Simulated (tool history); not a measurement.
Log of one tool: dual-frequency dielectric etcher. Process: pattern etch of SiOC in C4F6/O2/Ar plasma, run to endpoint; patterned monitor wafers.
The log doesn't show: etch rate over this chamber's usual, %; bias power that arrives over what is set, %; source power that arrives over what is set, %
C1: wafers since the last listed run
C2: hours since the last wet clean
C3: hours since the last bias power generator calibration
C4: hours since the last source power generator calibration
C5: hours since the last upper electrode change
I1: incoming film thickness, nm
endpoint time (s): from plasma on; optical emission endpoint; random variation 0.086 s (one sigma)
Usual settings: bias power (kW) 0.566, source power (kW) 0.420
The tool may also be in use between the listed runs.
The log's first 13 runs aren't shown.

run 14 hour=988.5 | bias_power_(kW)=0.566 source_power_(kW)=0.420 | C1=2644 C2=427.1 C3=1548.4 C4=1418.3 C5=4786.5 | I1=35.73 | endpoint_time_(s)=13.4
-- hour=1047.1 wet clean of the chamber, repeated, since the last time left the tool worse
run 15 hour=1066.6 | bias_power_(kW)=0.566 source_power_(kW)=0.420 | C1=1352 C2=19.5 C3=1626.5 C4=1496.4 C5=4864.6 | I1=36.00 | endpoint_time_(s)=12.8
-- hour=1118.7 upper electrode replaced
run 16 hour=1119.2 | bias_power_(kW)=0.566 source_power_(kW)=0.420 | C1=714 C2=72.1 C3=1679.1 C4=1549.0 C5=0.5 | I1=36.07 | endpoint_time_(s)=12.9
run 17 hour=1346.2 | bias_power_(kW)=0.518 source_power_(kW)=0.420 | C1=5674 C2=299.1 C3=1906.1 C4=1776.0 C5=227.5 | I1=36.15 | endpoint_time_(s)=13.4
run 18 hour=1412.5 | bias_power_(kW)=0.518 source_power_(kW)=0.420 | C1=1657 C2=365.4 C3=1972.4 C4=1842.3 C5=293.8 | I1=36.34 | endpoint_time_(s)=13.3
run 19 hour=1458.8 | bias_power_(kW)=0.700 source_power_(kW)=0.420 | C1=1157 C2=411.7 C3=2018.7 C4=1888.6 C5=340.1 | I1=36.52 | endpoint_time_(s)=12.1
run 20 hour=1501.2 | bias_power_(kW)=0.434 source_power_(kW)=0.490 | C1=1059 C2=454.1 C3=2061.1 C4=1931.0 C5=382.5 | I1=36.17 | endpoint_time_(s)=13.7
run 21 hour=1561.2 | bias_power_(kW)=0.566 source_power_(kW)=0.420 | C1=1499 C2=514.1 C3=2121.1 C4=1991.0 C5=442.5 | I1=36.34 | endpoint_time_(s)=13.2
-- hour=1640.5 wet clean of the chamber
run 22 hour=1641.0 | bias_power_(kW)=0.566 source_power_(kW)=0.360 | C1=1394 C2=0.5 C3=2200.9 C4=2070.8 C5=522.3 | I1=36.20 | endpoint_time_(s)=13.6
-- hour=1721.3 bias power generator calibrated
run 23 hour=1735.4 | bias_power_(kW)=0.566 source_power_(kW)=0.420 | C1=2259 C2=94.9 C3=14.1 C4=2165.2 C5=616.7 | I1=36.29 | endpoint_time_(s)=12.9
run 24 hour=1837.7 | bias_power_(kW)=0.458 source_power_(kW)=0.340 | C1=2557 C2=197.2 C3=116.4 C4=2267.5 C5=719.0 | I1=35.98 | endpoint_time_(s)=14.8
run 25 hour=1926.5 | bias_power_(kW)=0.566 source_power_(kW)=0.420 | C1=2219 C2=286.0 C3=205.2 C4=2356.3 C5=807.8 | I1=35.81 | endpoint_time_(s)=12.8
-- hour=2058.9 source power generator calibrated
run 26 hour=2070.7 | bias_power_(kW)=0.566 source_power_(kW)=0.450 | C1=3504 C2=430.2 C3=349.4 C4=11.8 C5=952.0 | I1=35.96 | endpoint_time_(s)=12.8
run 27 hour=2126.1 | bias_power_(kW)=0.566 source_power_(kW)=0.420 | C1=1384 C2=485.6 C3=404.8 C4=67.2 C5=1007.4 | I1=35.76 | endpoint_time_(s)=12.8
-- hour=2232.7 wet clean of the chamber
run 28 hour=2233.2 | bias_power_(kW)=0.636 source_power_(kW)=0.480 | C1=2077 C2=0.5 C3=511.9 C4=174.3 C5=1114.5 | I1=36.31 | endpoint_time_(s)=11.7
run 29 hour=2296.0 | bias_power_(kW)=0.702 source_power_(kW)=0.420 | C1=1569 C2=63.3 C3=574.7 C4=237.1 C5=1177.3 | I1=35.75 | endpoint_time_(s)=11.8
run 30 hour=2352.6 | bias_power_(kW)=0.703 source_power_(kW)=0.490 | C1=1414 C2=119.9 C3=631.3 C4=293.7 C5=1233.9 | I1=35.88 | endpoint_time_(s)=11.1
run 31 hour=2406.1 | bias_power_(kW)=0.614 source_power_(kW)=0.420 | C1=1337 C2=173.4 C3=684.8 C4=347.2 C5=1287.4 | I1=35.90 | endpoint_time_(s)=12.4
run 32 hour=2478.4 | bias_power_(kW)=0.636 source_power_(kW)=0.480 | C1=1807 C2=245.7 C3=757.1 C4=419.5 C5=1359.7 | I1=35.90 | endpoint_time_(s)=11.8

Forecast run 33:
run 33 hour=2530.2 | bias_power_(kW)=0.433 source_power_(kW)=0.390 | C1=1294 C2=297.5 C3=808.9 C4=471.3 C5=1411.5 | I1=36.35 | endpoint_time_(s)=?

endpoint time (s): 14.9
Without the tool's hidden state the same run would have given endpoint time (s) 14.7.
